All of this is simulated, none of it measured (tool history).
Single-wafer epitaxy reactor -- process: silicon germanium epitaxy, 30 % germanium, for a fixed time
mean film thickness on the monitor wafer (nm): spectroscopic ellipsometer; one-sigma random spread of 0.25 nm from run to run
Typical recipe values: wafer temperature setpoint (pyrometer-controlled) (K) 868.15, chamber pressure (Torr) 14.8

run,hour,wafer temperature setpoint (pyrometer-controlled) (K),chamber pressure (Torr),wafers since the last listed run,hours since the last pyrometer calibration,hours since the last manometer calibration,hours since the showerhead was replaced,hours since the gauge calibration,"read-back reference wafer on the same gauge, thickness_nm",mean film thickness on the monitor wafer (nm)
1,0.0,868.15,14.8,0,2397.7,1686.1,6849.9,828.2,44.370,39.595
2,16.1,877.15,14.8,197,2413.8,1702.2,6866.0,844.3,44.433,47.507
3,49.0,868.15,14.8,404,2446.7,1735.1,6898.9,877.2,44.365,39.223
4,76.4,868.15,14.8,336,2474.1,1762.5,6926.3,904.6,44.457,39.406
5,89.4,868.15,14.8,159,2487.1,1775.5,6939.3,917.6,44.382,39.428
6,177.9,868.15,14.8,1087,2575.6,1864.0,7027.8,1006.1,44.323,39.284
7,191.7,868.15,12.0,169,2589.4,1877.8,7041.6,1019.9,44.382,37.013
8,294.6,868.15,14.8,1264,2692.3,1980.7,7144.5,1122.8,44.468,39.178
# hour 323.3: showerhead replaced
# hour 324.6: pyrometer calibrated
9,325.1,868.15,14.8,260,0.5,2011.2,1.8,1153.3,44.390,44.529
# hour 333.1: gauge calibrated
10,352.6,868.15,13.7,337,28.0,2038.7,29.3,19.5,44.423,43.481
11,374.4,868.15,13.7,267,49.8,2060.5,51.1,41.3,44.417,43.357
12,396.3,868.15,13.7,269,71.7,2082.4,73.0,63.2,44.451,42.972
13,411.0,854.15,16.7,180,86.4,2097.1,87.7,77.9,44.450,34.208
14,439.3,868.15,14.8,347,114.7,2125.4,116.0,106.2,44.388,43.854
15,470.1,856.15,14.8,378,145.5,2156.2,146.8,137.0,44.400,34.157
16,495.0,878.15,17.5,305,170.4,2181.1,171.7,161.9,44.404,57.006
17,525.2,854.15,16.7,370,200.6,2211.3,201.9,192.1,44.435,33.255
18,558.3,868.15,17.1,406,233.7,2244.4,235.0,225.2,44.413,45.463
# hour 597.1: capacitance manometer re-zeroed and calibrated
19,597.6,860.15,18.0,384,273.0,0.5,274.3,264.5,44.406,38.290
20,623.3,882.15,12.2,315,298.7,26.2,300.0,290.2,44.369,54.307
21,698.1,883.15,12.3,918,373.5,101.0,374.8,365.0,44.413,55.571
22,723.3,868.15,14.8,309,398.7,126.2,400.0,390.2,44.428,42.481
23,752.4,868.15,14.8,357,427.8,155.3,429.1,419.3,44.393,42.861
24,781.5,868.15,14.8,357,456.9,184.4,458.2,448.4,44.392,42.171
25,812.5,854.15,14.8,380,487.9,215.4,489.2,479.4,44.351,30.854
26,834.8,868.15,13.4,273,510.2,237.7,511.5,501.7,44.381,40.867
27,863.7,874.15,13.1,355,539.1,266.6,540.4,530.6,44.398,45.972
28,886.0,874.15,18.4,273,561.4,288.9,562.7,552.9,44.326,50.924
29,918.4,861.15,16.2,398,593.8,321.3,595.1,585.3,44.399,36.707
30,944.8,861.15,13.1,324,620.2,347.7,621.5,611.7,44.446,34.281
31,974.9,868.15,14.8,369,650.3,377.8,651.6,641.8,44.373,41.655
32,1002.0,868.15,14.8,332,677.4,404.9,678.7,668.9,44.429,41.382
33,1037.2,883.15,17.8,432,712.6,440.1,713.9,704.1,44.398,60.579
34,1058.9,856.15,13.8,266,734.3,461.8,735.6,725.8,44.374,31.464
35,1092.6,868.15,14.8,413,768.0,495.5,769.3,759.5,44.396,41.399
36,1120.1,883.15,11.9,337,795.5,523.0,796.8,787.0,44.445,53.010

A few steps of mean film thickness on the monitor wafer (nm) between consecutive runs. Split each: what settings, incoming material and random variation would produce without the hidden state, and what is left over for the hidden state, along with gauge scatter present in only one of the two compared results (measured, and without hidden state):
The tool's hidden condition here consists of: wafer temperature above the value expected at the setpoint (K); true pressure above the setpoint (%); gauge reads high (%).
Run 8 -> 9: showerhead replaced, pyrometer calibrated. mean film thickness on the monitor wafer (nm) +5.351: hidden state +5.469, all else -0.118.
Run 15 -> 16: wafer temperature setpoint (pyrometer-controlled) (K) 856.15 -> 878.15, chamber pressure (Torr) 14.8 -> 17.5. mean film thickness on the monitor wafer (nm) +22.849: hidden state -0.684, all else +23.533.
Run 16 -> 17: wafer temperature setpoint (pyrometer-controlled) (K) 878.15 -> 854.15, chamber pressure (Torr) 17.5 -> 16.7. mean film thickness on the monitor wafer (nm) -23.751: hidden state +0.450, all else -24.201.
Run 32 -> 33: wafer temperature setpoint (pyrometer-controlled) (K) 868.15 -> 883.15, chamber pressure (Torr) 14.8 -> 17.8. mean film thickness on the monitor wafer (nm) +19.197: hidden state -1.480, all else +20.677.
Run 33 -> 34: wafer temperature setpoint (pyrometer-controlled) (K) 883.15 -> 856.15, chamber pressure (Torr) 17.8 -> 13.8. mean film thickness on the monitor wafer (nm) -29.115: hidden state +2.048, all else -31.163.
